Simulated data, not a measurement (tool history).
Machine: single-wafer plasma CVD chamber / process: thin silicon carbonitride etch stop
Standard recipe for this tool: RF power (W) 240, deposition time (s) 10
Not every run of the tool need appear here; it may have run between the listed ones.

| run | hour | RF power (W) | deposition time (s) | wafers since the last listed run | hours since the last thermocouple change | hours since the last RF generator calibration | hours since the showerhead was replaced | hours since the gauge calibration | read-back reference wafer on the same gauge, thickness_nm | mean film thickness on the monitor wafer (nm) |
|---|---|---|---|---|---|---|---|---|---|---|
| 1 | 0 | 240 | 10.4 | 0 | 1035.9 | 1415.4 | 6280.7 | 103.9 | 7.23 | 6.363 |
| 2 | 21 | 240 | 10.4 | 730 | 1056.9 | 1436.4 | 6301.7 | 124.9 | 7.228 | 6.39 |
| 3 | 38.9 | 240 | 10.4 | 622 | 1074.8 | 1454.3 | 6319.6 | 142.8 | 7.23 | 6.378 |
| 4 | 54.4 | 210 | 10 | 539 | 1090.3 | 1469.8 | 6335.1 | 158.3 | 7.229 | 6.029 |
| 5 | 68.3 | 210 | 10 | 483 | 1104.2 | 1483.7 | 6349 | 172.2 | 7.23 | 6.014 |
| 6 | 95.1 | 210 | 10 | 932 | 1131 | 1510.5 | 6375.8 | 199 | 7.225 | 6.005 |
| 7 | 129 | 240 | 10 | 1179 | 1164.9 | 1544.4 | 6409.7 | 232.9 | 7.233 | 6.145 |
| 8 | 149.3 | 275 | 10 | 706 | 1185.2 | 1564.7 | 6430 | 253.2 | 7.224 | 6.266 |
| 9 | 177.3 | 240 | 10 | 974 | 1213.2 | 1592.7 | 6458 | 281.2 | 7.222 | 6.114 |
| 10 | 191.8 | 240 | 10 | 504 | 1227.7 | 1607.2 | 6472.5 | 295.7 | 7.226 | 6.136 |
| 11 | 223.1 | 215 | 11 | 1089 | 1259 | 1638.5 | 6503.8 | 327 | 7.231 | 6.633 |
| 12 | 239.2 | 215 | 11 | 560 | 1275.1 | 1654.6 | 6519.9 | 343.1 | 7.229 | 6.626 |
| 13 | 255.3 | 215 | 11 | 560 | 1291.2 | 1670.7 | 6536 | 359.2 | 7.227 | 6.634 |
| 14 | 286.3 | 250 | 10 | 1078 | 1322.2 | 1701.7 | 6567 | 390.2 | 7.229 | 6.178 |
| 15 | 321.7 | 210 | 10 | 1231 | 1357.6 | 1737.1 | 6602.4 | 425.6 | 7.222 | 6.001 |
| 16 | 352.7 | 275 | 8.2 | 1078 | 1388.6 | 1768.1 | 6633.4 | 456.6 | 7.225 | 5.141 |
|  | 368.3 | gauge calibrated |
| 17 | 381.4 | 240 | 10 | 998 | 1417.3 | 1796.8 | 6662.1 | 13.1 | 7.232 | 6.121 |
| 18 | 416.8 | 225 | 8.5 | 1231 | 1452.7 | 1832.2 | 6697.5 | 48.5 | 7.23 | 5.153 |
| 19 | 441.3 | 280 | 12 | 852 | 1477.2 | 1856.7 | 6722 | 73 | 7.227 | 7.546 |
|  | 459.8 | showerhead replaced |
| 20 | 469.3 | 240 | 10 | 695 | 1505.2 | 1884.7 | 9.5 | 101 | 7.226 | 6.109 |
|  | 478 | RF generator calibrated |
|  | 487.4 | thermocouple changed; heater temperature recalibrated |
| 21 | 495.6 | 240 | 10 | 358 | 8.2 | 17.6 | 35.8 | 127.3 | 7.236 | 6.213 |
| 22 | 601 | 195 | 11 | 3667 | 113.6 | 123 | 141.2 | 232.7 | 7.227 | 6.613 |
| 23 | 634 | 240 | 8.2 | 1148 | 146.6 | 156 | 174.2 | 265.7 | 7.232 | 5.093 |
| 24 | 646.1 | 280 | 10 | 421 | 158.7 | 168.1 | 186.3 | 277.8 | 7.232 | 6.391 |
| 25 | 681 | 210 | 9.2 | 1214 | 193.6 | 203 | 221.2 | 312.7 | 7.234 | 5.597 |
| 26 | 693.3 | 205 | 8.3 | 427 | 205.9 | 215.3 | 233.5 | 325 | 7.236 | 5.024 |
| 27 | 705.8 | 285 | 8.3 | 434 | 218.4 | 227.8 | 246 | 337.5 | 7.23 | 5.303 |
| 28 | 740.2 | 215 | 8.3 | 1196 | 252.8 | 262.2 | 280.4 | 371.9 | 7.23 | 5.06 |
| 29 | 757.6 | 240 | 9.1 | 605 | 270.2 | 279.6 | 297.8 | 389.3 | 7.235 | 5.644 |

3 options for the next run, each taken on its own from the tool as it stands now. Forecast them:
| A | 758 | 205 | 10 | 13 | 270.6 | 280 | 298.2 | 389.7 | ? | ? |
| B | 758 | 195 | 11.2 | 13 | 270.6 | 280 | 298.2 | 389.7 | ? | ? |
| C | 758 | 225 | 10.6 | 13 | 270.6 | 280 | 298.2 | 389.7 | ? | ? |

| run | read-back reference wafer on the same gauge, thickness_nm | mean film thickness on the monitor wafer (nm) |
|---|---|---|
| A | 7.228 | 6.049 |
| B | 7.228 | 6.725 |
| C | 7.228 | 6.505 |
Take away the tool's hidden state, keep each run's random variation, and the runs would have read:
| run | mean film thickness on the monitor wafer (nm) |
|---|---|
| A | 6.069 |
| B | 6.747 |
| C | 6.526 |
